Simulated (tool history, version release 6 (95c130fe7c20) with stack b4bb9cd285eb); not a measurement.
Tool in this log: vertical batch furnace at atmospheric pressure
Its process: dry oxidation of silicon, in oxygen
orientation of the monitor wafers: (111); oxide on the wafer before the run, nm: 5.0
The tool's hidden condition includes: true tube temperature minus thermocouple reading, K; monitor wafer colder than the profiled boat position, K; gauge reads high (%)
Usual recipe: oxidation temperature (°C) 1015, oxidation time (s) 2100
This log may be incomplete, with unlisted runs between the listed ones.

run,hour,oxidation temperature (°C),oxidation time (s),wafers since the last listed run,hours since the last temperature calibration,hours since the boat lift was adjusted,hours since the gauge calibration,"read-back reference wafer on the same gauge, thickness",oxide thickness on the monitor wafer (Å)
1,0.0,1015,1560,0,1668.8,763.6,684.2,51.93,389.3
2,66.0,1015,2100,1370,1734.8,829.6,750.2,51.90,467.7
3,253.2,1015,2100,3888,1922.0,1016.8,937.4,51.90,470.7
4,351.0,1015,2100,2031,2019.8,1114.6,1035.2,51.85,470.0
5,388.3,1015,2310,774,2057.1,1151.9,1072.5,51.88,498.9
6,475.8,1015,2310,1817,2144.6,1239.4,1160.0,51.86,502.9
7,562.4,1015,2100,1798,2231.2,1326.0,1246.6,51.98,470.0
8,619.8,1015,2100,1192,2288.6,1383.4,1304.0,51.93,473.2
9,694.9,999,1440,1560,2363.7,1458.5,1379.1,51.90,327.1
10,771.5,1029,2880,1591,2440.3,1535.1,1455.7,51.97,630.9
# hour 795.6: thermocouples replaced and temperature profile calibrated
11,960.1,1029,2880,3419,164.5,1723.7,1644.3,51.84,626.1
12,1051.2,1015,2100,1892,255.6,1814.8,1735.4,51.89,467.9
13,1157.1,1015,2100,2199,361.5,1920.7,1841.3,51.98,465.1
14,1205.9,999,2100,1013,410.3,1969.5,1890.1,51.96,412.1
15,1286.3,1015,2100,1670,490.7,2049.9,1970.5,51.94,467.8
16,1371.7,1015,2100,1773,576.1,2135.3,2055.9,51.91,467.2
17,1436.2,1015,3000,1339,640.6,2199.8,2120.4,51.87,587.0
18,1738.3,1015,2100,6275,942.7,2501.9,2422.5,51.81,469.5
19,1837.4,1006,2100,2058,1041.8,2601.0,2521.6,51.97,436.2
20,1899.0,1015,2100,1279,1103.4,2662.6,2583.2,51.93,468.7
21,1984.4,1015,2100,1773,1188.8,2748.0,2668.6,51.93,467.0
22,2021.3,1015,2100,766,1225.7,2784.9,2705.5,51.86,464.9
# hour 2061.7: gauge calibrated
23,2080.4,992,2910,1227,1284.8,2844.0,18.7,51.88,484.8
24,2141.9,1015,2100,1277,1346.3,2905.5,80.2,51.87,469.2
25,2199.7,1015,2520,1200,1404.1,2963.3,138.0,51.88,528.0
26,2251.4,1015,1680,1073,1455.8,3015.0,189.7,51.92,407.3
27,2321.5,1015,2760,1456,1525.9,3085.1,259.8,51.88,558.4
28,2409.1,1015,3030,1819,1613.5,3172.7,347.4,51.91,593.3
29,2494.2,1009,1140,1767,1698.6,3257.8,432.5,51.89,305.2
30,2571.3,1003,1320,1601,1775.7,3334.9,509.6,51.97,318.0
# hour 2878.2: boat lift adjusted
31,2891.5,1034,2100,6152,2095.9,13.3,829.8,51.87,531.8
32,2977.8,1035,2100,1792,2182.2,99.6,916.1,51.92,534.4
33,3281.5,1033,1350,6308,2485.9,403.3,1219.8,51.85,401.7
34,3371.3,1015,1740,1865,2575.7,493.1,1309.6,51.90,417.0
35,3450.8,1037,1560,1651,2655.2,572.6,1389.1,51.86,448.8
36,3533.1,1028,1590,1709,2737.5,654.9,1471.4,51.86,429.3
# hour 3588.6: thermocouples replaced and temperature profile calibrated
37,3602.4,998,2700,940,13.8,724.2,1540.7,51.88,480.9
38,3679.2,1015,2100,1595,90.6,801.0,1617.5,51.86,465.3
39,3757.4,1000,1440,1624,168.8,879.2,1695.7,51.96,324.5

Had the tool no unlogged condition, and each run kept its random variation, what would the results have been?
run,oxide thickness on the monitor wafer (Å)
1,383.6
2,460.9
3,463.6
4,462.9
5,491.4
6,495.2
7,462.7
8,465.9
9,321.7
10,622.6
11,624.6
12,466.0
13,462.6
14,409.6
15,464.6
16,463.7
17,582.4
18,464.8
19,431.3
20,463.6
21,461.8
22,459.7
23,479.3
24,463.6
25,521.7
26,402.3
27,551.6
28,586.0
29,300.9
30,313.5
31,525.9
32,528.4
33,397.0
34,411.0
35,443.6
36,424.0
37,480.7
38,464.5
39,323.6
